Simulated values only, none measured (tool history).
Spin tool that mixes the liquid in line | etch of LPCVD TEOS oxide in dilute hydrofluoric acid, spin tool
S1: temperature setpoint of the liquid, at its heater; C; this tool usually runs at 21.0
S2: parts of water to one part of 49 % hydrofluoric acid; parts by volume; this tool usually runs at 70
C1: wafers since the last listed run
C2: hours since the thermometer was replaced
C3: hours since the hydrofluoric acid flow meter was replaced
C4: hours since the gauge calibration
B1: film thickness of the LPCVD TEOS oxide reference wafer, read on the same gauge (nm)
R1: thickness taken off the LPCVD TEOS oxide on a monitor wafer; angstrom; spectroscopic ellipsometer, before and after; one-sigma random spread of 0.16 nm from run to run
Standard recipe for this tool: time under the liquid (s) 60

run 1 hour=0.0 | S1=21.0 S2=70 time_under_the_liquid_(s)=75 | C1=0 C2=1833.0 C3=558.4 C4=980.6 | B1=139.97 | R1=478.4
run 2 hour=133.6 | S1=21.0 S2=70 time_under_the_liquid_(s)=75 | C1=2230 C2=1966.6 C3=692.0 C4=1114.2 | B1=139.99 | R1=473.0
run 3 hour=239.7 | S1=21.0 S2=70 time_under_the_liquid_(s)=75 | C1=1771 C2=2072.7 C3=798.1 C4=1220.3 | B1=140.01 | R1=473.9
run 4 hour=311.2 | S1=21.0 S2=70 time_under_the_liquid_(s)=60 | C1=1193 C2=2144.2 C3=869.6 C4=1291.8 | B1=140.01 | R1=377.1
run 5 hour=408.5 | S1=21.0 S2=70 time_under_the_liquid_(s)=60 | C1=1624 C2=2241.5 C3=966.9 C4=1389.1 | B1=140.01 | R1=374.6
run 6 hour=447.8 | S1=21.0 S2=70 time_under_the_liquid_(s)=60 | C1=656 C2=2280.8 C3=1006.2 C4=1428.4 | B1=140.00 | R1=374.2
run 7 hour=550.8 | S1=21.0 S2=70 time_under_the_liquid_(s)=60 | C1=1719 C2=2383.8 C3=1109.2 C4=1531.4 | B1=140.00 | R1=371.1
run 8 hour=617.9 | S1=21.0 S2=70 time_under_the_liquid_(s)=60 | C1=1120 C2=2450.9 C3=1176.3 C4=1598.5 | B1=139.99 | R1=370.5
-- hour=657.0 gauge calibrated
run 9 hour=698.7 | S1=21.0 S2=70 time_under_the_liquid_(s)=60 | C1=1348 C2=2531.7 C3=1257.1 C4=41.7 | B1=140.00 | R1=368.6
-- hour=759.4 hydrofluoric acid flow meter replaced
run 10 hour=786.5 | S1=21.0 S2=70 time_under_the_liquid_(s)=60 | C1=1449 C2=2619.5 C3=27.1 C4=129.5 | B1=140.00 | R1=390.3
run 11 hour=850.6 | S1=26.0 S2=55 time_under_the_liquid_(s)=70 | C1=1070 C2=2683.6 C3=91.2 C4=193.6 | B1=139.99 | R1=722.7
run 12 hour=952.7 | S1=23.0 S2=70 time_under_the_liquid_(s)=50 | C1=1704 C2=2785.7 C3=193.3 C4=295.7 | B1=139.97 | R1=348.6
run 13 hour=1003.0 | S1=24.0 S2=60 time_under_the_liquid_(s)=60 | C1=839 C2=2836.0 C3=243.6 C4=346.0 | B1=140.02 | R1=518.3
run 14 hour=1104.2 | S1=21.0 S2=35 time_under_the_liquid_(s)=60 | C1=1689 C2=2937.2 C3=344.8 C4=447.2 | B1=140.01 | R1=804.3
-- hour=1119.4 thermometer replaced
run 15 hour=1174.0 | S1=23.0 S2=70 time_under_the_liquid_(s)=25 | C1=1148 C2=54.6 C3=414.6 C4=517.0 | B1=139.99 | R1=173.0
run 16 hour=1279.3 | S1=24.5 S2=95 time_under_the_liquid_(s)=90 | C1=1757 C2=159.9 C3=519.9 C4=622.3 | B1=140.01 | R1=469.6
run 17 hour=1331.8 | S1=17.0 S2=70 time_under_the_liquid_(s)=80 | C1=876 C2=212.4 C3=572.4 C4=674.8 | B1=140.00 | R1=428.8
run 18 hour=1438.9 | S1=21.0 S2=70 time_under_the_liquid_(s)=60 | C1=1787 C2=319.5 C3=679.5 C4=781.9 | B1=139.99 | R1=380.6
run 19 hour=1518.4 | S1=21.0 S2=70 time_under_the_liquid_(s)=45 | C1=1327 C2=399.0 C3=759.0 C4=861.4 | B1=140.01 | R1=282.3
run 20 hour=1597.9 | S1=21.0 S2=70 time_under_the_liquid_(s)=60 | C1=1327 C2=478.5 C3=838.5 C4=940.9 | B1=140.01 | R1=376.8

5 options for the next run, each taken on its own from the tool as it stands now. Forecast them:
run A hour=1598.3 | S1=21.0 S2=70 time_under_the_liquid_(s)=60 | C1=6 C2=478.9 C3=838.9 C4=941.3 | B1=? | R1=?
run B hour=1598.3 | S1=24.5 S2=85 time_under_the_liquid_(s)=60 | C1=6 C2=478.9 C3=838.9 C4=941.3 | B1=? | R1=?
run C hour=1598.3 | S1=19.5 S2=90 time_under_the_liquid_(s)=45 | C1=6 C2=478.9 C3=838.9 C4=941.3 | B1=? | R1=?
run D hour=1598.3 | S1=21.0 S2=85 time_under_the_liquid_(s)=45 | C1=6 C2=478.9 C3=838.9 C4=941.3 | B1=? | R1=?
run E hour=1598.3 | S1=21.0 S2=40 time_under_the_liquid_(s)=60 | C1=6 C2=478.9 C3=838.9 C4=941.3 | B1=? | R1=?

run=A B1=140.01 R1=377.8
run=B B1=140.01 R1=351.8
run=C B1=140.01 R1=202.2
run=D B1=140.01 R1=229.1
run=E B1=140.01 R1=686.7
With no hidden state in the tool, these same runs would have given:
run=A R1=394.9
run=B R1=368.1
run=C R1=211.5
run=D R1=239.6
run=E R1=716.9

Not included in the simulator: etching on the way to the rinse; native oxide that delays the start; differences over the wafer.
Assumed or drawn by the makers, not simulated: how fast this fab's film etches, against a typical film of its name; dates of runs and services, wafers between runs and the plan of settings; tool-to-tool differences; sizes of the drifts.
